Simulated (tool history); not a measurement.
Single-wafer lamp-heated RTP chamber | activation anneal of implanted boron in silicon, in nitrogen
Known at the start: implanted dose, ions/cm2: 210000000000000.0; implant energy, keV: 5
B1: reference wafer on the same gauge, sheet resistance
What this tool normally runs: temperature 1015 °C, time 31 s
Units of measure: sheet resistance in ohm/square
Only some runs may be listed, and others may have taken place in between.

{"run": 1, "hour": 0.0, "temperature": 1007, "time": 39, "B1": 541.17, "sheet resistance": 488.47}
{"run": 2, "hour": 51.1, "temperature": 1007, "time": 39, "B1": 540.92, "sheet resistance": 490.09}
{"hour": 81.0, "done": "pyrometer window cleaned and pyrometer calibrated"}
{"run": 3, "hour": 87.6, "temperature": 1015, "time": 31, "B1": 541.1, "sheet resistance": 489.23}
{"run": 4, "hour": 131.2, "temperature": 1015, "time": 31, "B1": 541.15, "sheet resistance": 488.67}
{"run": 5, "hour": 167.6, "temperature": 1015, "time": 31, "B1": 540.66, "sheet resistance": 489.17}
{"run": 6, "hour": 217.2, "temperature": 1023, "time": 44, "B1": 541.35, "sheet resistance": 485.32}
{"run": 7, "hour": 270.0, "temperature": 1023, "time": 44, "B1": 541.25, "sheet resistance": 483.92}
{"hour": 317.5, "done": "pyrometer window cleaned and pyrometer calibrated"}
{"run": 8, "hour": 318.3, "temperature": 1015, "time": 31, "B1": 540.54, "sheet resistance": 488.98}
{"run": 9, "hour": 369.5, "temperature": 1015, "time": 31, "B1": 540.98, "sheet resistance": 488.6}
{"hour": 402.7, "done": "reflector plate cleaned"}
{"run": 10, "hour": 431.4, "temperature": 1015, "time": 41, "B1": 540.71, "sheet resistance": 486.41}
{"run": 11, "hour": 516.7, "temperature": 1006, "time": 46, "B1": 540.81, "sheet resistance": 487.86}

Expected results for the next run?
{"hour": 545.4, "done": "pyrometer window cleaned and pyrometer calibrated"}
{"run": 12, "hour": 624.6, "temperature": 1002, "time": 31, "B1": "?", "sheet resistance": "?"}

Logged for run 12: B1 540.85, sheet resistance 490.06 ohm/square.
Were there no unlogged condition in the tool, this run, its random variation unchanged, would have produced sheet resistance 490.06 ohm/square.

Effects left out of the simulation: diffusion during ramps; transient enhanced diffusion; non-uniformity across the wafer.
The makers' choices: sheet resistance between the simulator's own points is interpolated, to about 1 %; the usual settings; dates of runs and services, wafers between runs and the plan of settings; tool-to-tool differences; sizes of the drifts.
